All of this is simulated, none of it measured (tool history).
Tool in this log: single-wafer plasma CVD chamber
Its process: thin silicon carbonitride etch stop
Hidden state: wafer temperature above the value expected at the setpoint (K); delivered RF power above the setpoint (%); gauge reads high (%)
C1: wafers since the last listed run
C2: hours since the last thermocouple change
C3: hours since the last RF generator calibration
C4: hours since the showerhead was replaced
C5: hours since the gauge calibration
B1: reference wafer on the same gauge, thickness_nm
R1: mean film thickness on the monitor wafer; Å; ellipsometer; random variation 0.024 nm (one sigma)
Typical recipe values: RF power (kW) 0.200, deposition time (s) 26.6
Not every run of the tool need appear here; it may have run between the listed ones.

run 1 hour=0.0 | RF_power_(kW)=0.200 deposition_time_(s)=25.4 | C1=0 C2=1469.6 C3=2009.8 C4=6396.6 C5=190.6 | B1=17.501 | R1=146.89
run 2 hour=11.5 | RF_power_(kW)=0.200 deposition_time_(s)=25.4 | C1=279 C2=1481.1 C3=2021.3 C4=6408.1 C5=202.1 | B1=17.497 | R1=147.41
run 3 hour=24.9 | RF_power_(kW)=0.200 deposition_time_(s)=29.3 | C1=326 C2=1494.5 C3=2034.7 C4=6421.5 C5=215.5 | B1=17.499 | R1=169.78
run 4 hour=36.3 | RF_power_(kW)=0.200 deposition_time_(s)=29.3 | C1=277 C2=1505.9 C3=2046.1 C4=6432.9 C5=226.9 | B1=17.497 | R1=169.69
run 5 hour=54.3 | RF_power_(kW)=0.200 deposition_time_(s)=29.3 | C1=437 C2=1523.9 C3=2064.1 C4=6450.9 C5=244.9 | B1=17.500 | R1=169.95
run 6 hour=64.1 | RF_power_(kW)=0.200 deposition_time_(s)=26.6 | C1=238 C2=1533.7 C3=2073.9 C4=6460.7 C5=254.7 | B1=17.500 | R1=153.88
run 7 hour=71.7 | RF_power_(kW)=0.200 deposition_time_(s)=26.6 | C1=184 C2=1541.3 C3=2081.5 C4=6468.3 C5=262.3 | B1=17.502 | R1=154.20
run 8 hour=84.7 | RF_power_(kW)=0.200 deposition_time_(s)=26.6 | C1=316 C2=1554.3 C3=2094.5 C4=6481.3 C5=275.3 | B1=17.507 | R1=153.90
run 9 hour=101.1 | RF_power_(kW)=0.200 deposition_time_(s)=26.6 | C1=399 C2=1570.7 C3=2110.9 C4=6497.7 C5=291.7 | B1=17.496 | R1=153.77
run 10 hour=110.9 | RF_power_(kW)=0.200 deposition_time_(s)=26.6 | C1=238 C2=1580.5 C3=2120.7 C4=6507.5 C5=301.5 | B1=17.506 | R1=154.04
run 11 hour=121.9 | RF_power_(kW)=0.200 deposition_time_(s)=22.5 | C1=267 C2=1591.5 C3=2131.7 C4=6518.5 C5=312.5 | B1=17.503 | R1=129.94
run 12 hour=132.8 | RF_power_(kW)=0.200 deposition_time_(s)=22.5 | C1=265 C2=1602.4 C3=2142.6 C4=6529.4 C5=323.4 | B1=17.499 | R1=130.00
-- hour=148.3 thermocouple changed; heater temperature recalibrated
run 13 hour=148.8 | RF_power_(kW)=0.200 deposition_time_(s)=22.5 | C1=194 C2=0.5 C3=2158.6 C4=6545.4 C5=339.4 | B1=17.506 | R1=129.75
run 14 hour=159.1 | RF_power_(kW)=0.200 deposition_time_(s)=25.0 | C1=250 C2=10.8 C3=2168.9 C4=6555.7 C5=349.7 | B1=17.498 | R1=144.50
run 15 hour=165.3 | RF_power_(kW)=0.200 deposition_time_(s)=26.6 | C1=150 C2=17.0 C3=2175.1 C4=6561.9 C5=355.9 | B1=17.492 | R1=153.69
-- hour=187.1 showerhead replaced
run 16 hour=187.6 | RF_power_(kW)=0.200 deposition_time_(s)=26.6 | C1=347 C2=39.3 C3=2197.4 C4=0.5 C5=378.2 | B1=17.494 | R1=154.02
run 17 hour=191.7 | RF_power_(kW)=0.200 deposition_time_(s)=26.6 | C1=99 C2=43.4 C3=2201.5 C4=4.6 C5=382.3 | B1=17.503 | R1=153.46
run 18 hour=198.0 | RF_power_(kW)=0.220 deposition_time_(s)=23.7 | C1=153 C2=49.7 C3=2207.8 C4=10.9 C5=388.6 | B1=17.498 | R1=141.31
run 19 hour=206.6 | RF_power_(kW)=0.225 deposition_time_(s)=28.9 | C1=209 C2=58.3 C3=2216.4 C4=19.5 C5=397.2 | B1=17.501 | R1=173.83
run 20 hour=215.9 | RF_power_(kW)=0.185 deposition_time_(s)=30.8 | C1=226 C2=67.6 C3=2225.7 C4=28.8 C5=406.5 | B1=17.507 | R1=172.37
run 21 hour=232.6 | RF_power_(kW)=0.200 deposition_time_(s)=22.0 | C1=406 C2=84.3 C3=2242.4 C4=45.5 C5=423.2 | B1=17.503 | R1=126.74
run 22 hour=248.0 | RF_power_(kW)=0.200 deposition_time_(s)=26.6 | C1=374 C2=99.7 C3=2257.8 C4=60.9 C5=438.6 | B1=17.499 | R1=153.47
-- hour=283.0 gauge calibrated
-- hour=285.4 RF generator calibrated
run 23 hour=297.9 | RF_power_(kW)=0.200 deposition_time_(s)=22.0 | C1=1019 C2=149.6 C3=12.5 C4=110.8 C5=14.9 | B1=17.508 | R1=130.12
run 24 hour=309.8 | RF_power_(kW)=0.200 deposition_time_(s)=31.3 | C1=289 C2=161.5 C3=24.4 C4=122.7 C5=26.8 | B1=17.502 | R1=185.64
run 25 hour=316.6 | RF_power_(kW)=0.200 deposition_time_(s)=26.6 | C1=165 C2=168.3 C3=31.2 C4=129.5 C5=33.6 | B1=17.501 | R1=157.46
run 26 hour=328.2 | RF_power_(kW)=0.165 deposition_time_(s)=29.8 | C1=282 C2=179.9 C3=42.8 C4=141.1 C5=45.2 | B1=17.496 | R1=164.52
run 27 hour=336.0 | RF_power_(kW)=0.200 deposition_time_(s)=26.6 | C1=189 C2=187.7 C3=50.6 C4=148.9 C5=53.0 | B1=17.504 | R1=157.77
run 28 hour=348.3 | RF_power_(kW)=0.200 deposition_time_(s)=26.6 | C1=299 C2=200.0 C3=62.9 C4=161.2 C5=65.3 | B1=17.507 | R1=157.36
run 29 hour=357.7 | RF_power_(kW)=0.240 deposition_time_(s)=30.0 | C1=228 C2=209.4 C3=72.3 C4=170.6 C5=74.7 | B1=17.499 | R1=189.59
run 30 hour=372.6 | RF_power_(kW)=0.170 deposition_time_(s)=30.4 | C1=362 C2=224.3 C3=87.2 C4=185.5 C5=89.6 | B1=17.501 | R1=170.13
run 31 hour=383.4 | RF_power_(kW)=0.200 deposition_time_(s)=30.8 | C1=262 C2=235.1 C3=98.0 C4=196.3 C5=100.4 | B1=17.493 | R1=182.24
run 32 hour=397.9 | RF_power_(kW)=0.200 deposition_time_(s)=28.1 | C1=352 C2=249.6 C3=112.5 C4=210.8 C5=114.9 | B1=17.501 | R1=166.76
run 33 hour=411.2 | RF_power_(kW)=0.190 deposition_time_(s)=22.0 | C1=323 C2=262.9 C3=125.8 C4=224.1 C5=128.2 | B1=17.496 | R1=128.14

The logged runs with the hidden state left out (each run's random variation unchanged):
run=1 R1=150.61
run=2 R1=151.18
run=3 R1=174.18
run=4 R1=174.13
run=5 R1=174.47
run=6 R1=158.01
run=7 R1=158.37
run=8 R1=158.11
run=9 R1=158.04
run=10 R1=158.35
run=11 R1=133.62
run=12 R1=133.72
run=13 R1=133.51
run=14 R1=148.73
run=15 R1=158.21
run=16 R1=158.64
run=17 R1=158.08
run=18 R1=145.59
run=19 R1=179.14
run=20 R1=177.68
run=21 R1=130.70
run=22 R1=158.33
run=23 R1=130.54
run=24 R1=186.25
run=25 R1=157.98
run=26 R1=165.07
run=27 R1=158.29
run=28 R1=157.88
run=29 R1=190.22
run=30 R1=170.69
run=31 R1=182.85
run=32 R1=167.32
run=33 R1=128.57

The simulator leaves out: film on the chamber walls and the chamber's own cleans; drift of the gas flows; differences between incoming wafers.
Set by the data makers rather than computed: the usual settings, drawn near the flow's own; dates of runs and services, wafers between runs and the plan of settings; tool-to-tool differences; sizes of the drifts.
